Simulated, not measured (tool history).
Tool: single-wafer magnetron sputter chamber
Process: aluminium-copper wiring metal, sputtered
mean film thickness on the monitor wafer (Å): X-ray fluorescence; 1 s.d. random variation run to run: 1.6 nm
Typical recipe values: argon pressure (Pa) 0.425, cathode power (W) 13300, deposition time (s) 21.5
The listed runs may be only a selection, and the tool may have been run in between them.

run,day,argon pressure (Pa),cathode power (W),deposition time (s),"read-back reference wafer on the same gauge, thickness_nm",mean film thickness on the monitor wafer (Å)
1,0.000,0.425,13300,21.5,449.975,4076.73
2,0.904,0.425,13300,24.8,449.839,4658.83
# day 1.650: sputter target and shields replaced
3,1.904,0.425,13300,24.8,450.487,4912.41
4,2.429,0.425,13300,24.8,450.162,4882.04
5,3.704,0.425,15150,21.5,450.098,4719.42
6,5.171,0.379,13300,20.4,449.578,4071.54
7,6.371,0.379,13300,20.4,449.956,4070.36
8,7.058,0.379,13300,20.4,449.762,4047.29
9,7.754,0.425,15550,21.5,449.621,4773.51
# day 9.296: sputter target and shields replaced
10,9.317,0.522,13300,22.4,450.172,4145.45
# day 9.467: gauge calibrated
11,10.600,0.522,13300,22.4,450.264,4071.11
12,12.038,0.303,13300,23.3,449.731,4949.38
# day 13.292: magnet pack replaced
13,13.529,0.425,13300,21.5,449.867,4134.91
# day 15.104: capacitance manometer re-zeroed and calibrated
14,15.521,0.425,10550,23.6,450.039,3618.15
15,16.579,0.308,11750,22.8,449.720,4192.89
# day 17.754: sputter target and shields replaced
16,17.775,0.581,13300,23.4,449.895,4120.24

Run 17 has not been measured yet. What should we expect?
17,19.192,0.425,13300,21.5,?,?

read-back reference wafer on the same gauge, thickness_nm: 450.396
mean film thickness on the monitor wafer (Å): 4220.59
With no hidden state in the tool, this same run would have given mean film thickness on the monitor wafer (Å) 4253.53.
